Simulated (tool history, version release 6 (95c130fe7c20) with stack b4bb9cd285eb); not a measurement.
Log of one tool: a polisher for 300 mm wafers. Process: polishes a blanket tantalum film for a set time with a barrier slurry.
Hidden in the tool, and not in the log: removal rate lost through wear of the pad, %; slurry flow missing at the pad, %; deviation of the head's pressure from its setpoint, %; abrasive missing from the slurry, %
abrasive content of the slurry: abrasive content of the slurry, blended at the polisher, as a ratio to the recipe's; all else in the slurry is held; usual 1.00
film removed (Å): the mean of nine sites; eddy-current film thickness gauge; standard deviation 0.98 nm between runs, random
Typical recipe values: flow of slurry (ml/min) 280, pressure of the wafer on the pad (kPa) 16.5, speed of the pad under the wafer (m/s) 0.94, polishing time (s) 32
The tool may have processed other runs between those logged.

| run | hour | flow of slurry (ml/min) | pressure of the wafer on the pad (kPa) | speed of the pad under the wafer (m/s) | abrasive content of the slurry | polishing time (s) | wafers since the last listed run | wafers polished on this pad | hours since the slurry nozzle was cleaned | hours since the head pressure was calibrated | hours since the slurry blender was calibrated | incoming thickness of the incoming film, nm | film removed (Å) |
|---|---|---|---|---|---|---|---|---|---|---|---|---|---|
| 1 | 0.0 | 280 | 16.5 | 0.94 | 1.00 | 32 | 0 | 2565 | 450.2 | 545.8 | 148.7 | 198.8 | 716 |
| 2 | 58.6 | 280 | 16.5 | 0.94 | 1.00 | 32 | 563 | 3129 | 508.8 | 604.4 | 207.3 | 200.2 | 689 |
| 3 | 120.3 | 280 | 12.4 | 0.94 | 1.00 | 32 | 593 | 3722 | 570.5 | 666.1 | 269.0 | 200.3 | 522 |
| 4 | 210.1 | 280 | 12.4 | 0.94 | 1.00 | 32 | 863 | 4585 | 660.3 | 755.9 | 358.8 | 198.7 | 509 |
|  | 262.8 | head pressure recalibrated |
|  | 340.1 | slurry nozzle cleaned |
| 5 | 392.2 | 280 | 12.4 | 0.94 | 1.00 | 32 | 1722 | 6308 | 52.1 | 129.4 | 540.9 | 198.4 | 557 |
| 6 | 459.5 | 280 | 16.5 | 0.94 | 1.00 | 32 | 647 | 6955 | 119.4 | 196.7 | 608.2 | 202.7 | 730 |
|  | 495.1 | slurry blender recalibrated |
|  | 562.7 | worn pad replaced by a new one |
| 7 | 771.9 | 280 | 16.5 | 0.94 | 1.00 | 32 | 2946 | 2011 | 431.8 | 509.1 | 276.8 | 198.0 | 715 |
| 8 | 877.7 | 280 | 16.5 | 0.94 | 1.00 | 32 | 1017 | 3028 | 537.6 | 614.9 | 382.6 | 201.1 | 692 |
| 9 | 963.3 | 280 | 16.5 | 0.94 | 1.00 | 32 | 823 | 3851 | 623.2 | 700.5 | 468.2 | 199.8 | 694 |
|  | 991.0 | slurry nozzle cleaned |
|  | 1030.9 | head pressure recalibrated |
| 10 | 1059.7 | 280 | 16.5 | 0.94 | 1.00 | 32 | 898 | 4749 | 68.7 | 28.8 | 564.6 | 199.8 | 737 |
| 11 | 1099.8 | 280 | 12.4 | 0.94 | 1.00 | 32 | 385 | 5135 | 108.8 | 68.9 | 604.7 | 196.7 | 563 |
| 12 | 1137.7 | 280 | 16.5 | 0.94 | 1.00 | 32 | 364 | 5499 | 146.7 | 106.8 | 642.6 | 202.7 | 742 |
|  | 1227.3 | worn pad replaced by a new one |
| 13 | 1231.1 | 280 | 16.5 | 0.94 | 1.00 | 37 | 859 | 36 | 240.1 | 200.2 | 736.0 | 198.1 | 870 |
|  | 1245.6 | slurry blender recalibrated |
| 14 | 1283.1 | 280 | 16.5 | 1.18 | 1.00 | 32 | 480 | 517 | 292.1 | 252.2 | 37.5 | 200.1 | 942 |
| 15 | 1335.3 | 370 | 16.5 | 1.04 | 0.75 | 39 | 501 | 1019 | 344.3 | 304.4 | 89.7 | 199.0 | 894 |
| 16 | 1412.2 | 280 | 16.5 | 0.94 | 1.00 | 32 | 739 | 1758 | 421.2 | 381.3 | 166.6 | 202.5 | 736 |
| 17 | 1459.1 | 280 | 18.6 | 0.68 | 1.00 | 32 | 450 | 2209 | 468.1 | 428.2 | 213.5 | 201.4 | 595 |
| 18 | 1574.0 | 280 | 16.5 | 1.20 | 1.00 | 21 | 1104 | 3314 | 583.0 | 543.1 | 328.4 | 200.7 | 592 |
| 19 | 1610.8 | 280 | 20.0 | 0.94 | 0.85 | 32 | 353 | 3668 | 619.8 | 579.9 | 365.2 | 200.9 | 785 |
| 20 | 1677.5 | 280 | 21.4 | 0.68 | 1.00 | 23 | 641 | 4309 | 686.5 | 646.6 | 431.9 | 199.0 | 475 |
|  | 1679.7 | head pressure recalibrated |
| 21 | 1726.0 | 280 | 16.5 | 1.20 | 1.00 | 21 | 447 | 4756 | 735.0 | 46.3 | 480.4 | 200.1 | 633 |
|  | 1763.2 | slurry nozzle cleaned |
|  | 1854.6 | worn pad replaced by a new one |
|  | 1910.1 | slurry blender recalibrated |
| 22 | 2033.6 | 280 | 16.5 | 0.94 | 1.00 | 32 | 2890 | 1701 | 270.4 | 353.9 | 123.5 | 200.3 | 743 |
| 23 | 2140.5 | 280 | 16.5 | 0.72 | 1.10 | 32 | 1027 | 2729 | 377.3 | 460.8 | 230.4 | 199.8 | 572 |
| 24 | 2206.2 | 220 | 20.7 | 1.06 | 0.75 | 32 | 631 | 3361 | 443.0 | 526.5 | 296.1 | 199.4 | 859 |
| 25 | 2299.5 | 365 | 16.5 | 0.94 | 1.00 | 26 | 897 | 4258 | 536.3 | 619.8 | 389.4 | 199.2 | 586 |
| 26 | 2359.1 | 280 | 13.8 | 0.94 | 1.00 | 29 | 573 | 4831 | 595.9 | 679.4 | 449.0 | 196.4 | 532 |
|  | 2408.5 | head pressure recalibrated |
| 27 | 2431.0 | 345 | 14.5 | 0.94 | 1.10 | 32 | 672 | 5504 | 667.8 | 22.5 | 520.9 | 202.8 | 700 |
|  | 2465.9 | slurry nozzle cleaned |
| 28 | 2537.4 | 280 | 16.5 | 0.94 | 1.00 | 32 | 1013 | 6517 | 71.5 | 128.9 | 627.3 | 201.3 | 732 |
|  | 2592.5 | worn pad replaced by a new one |
| 29 | 2614.5 | 280 | 16.5 | 0.94 | 0.75 | 32 | 702 | 211 | 148.6 | 206.0 | 704.4 | 200.2 | 646 |
|  | 2655.2 | slurry blender recalibrated |
| 30 | 2669.3 | 280 | 16.5 | 1.20 | 1.00 | 24 | 507 | 719 | 203.4 | 260.8 | 14.1 | 202.5 | 713 |

Here are 4 independent what-if runs from the current tool condition. What would each one return?
| A | 2669.7 | 280 | 16.5 | 0.94 | 1.00 | 32 | 3 | 722 | 203.8 | 261.2 | 14.5 | 202.8 | ? |
| B | 2669.7 | 280 | 20.0 | 0.74 | 1.30 | 40 | 3 | 722 | 203.8 | 261.2 | 14.5 | 202.8 | ? |
| C | 2669.7 | 280 | 11.0 | 0.70 | 1.00 | 32 | 3 | 722 | 203.8 | 261.2 | 14.5 | 202.8 | ? |
| D | 2669.7 | 280 | 12.4 | 1.12 | 1.00 | 28 | 3 | 722 | 203.8 | 261.2 | 14.5 | 202.8 | ? |

| run | film removed (Å) |
|---|---|
| A | 729 |
| B | 949 |
| C | 362 |
| D | 570 |
The same runs, with their run-to-run variation unchanged, on a tool lacking any hidden condition would have given:
| run | film removed (Å) |
|---|---|
| A | 732 |
| B | 953 |
| C | 363 |
| D | 572 |
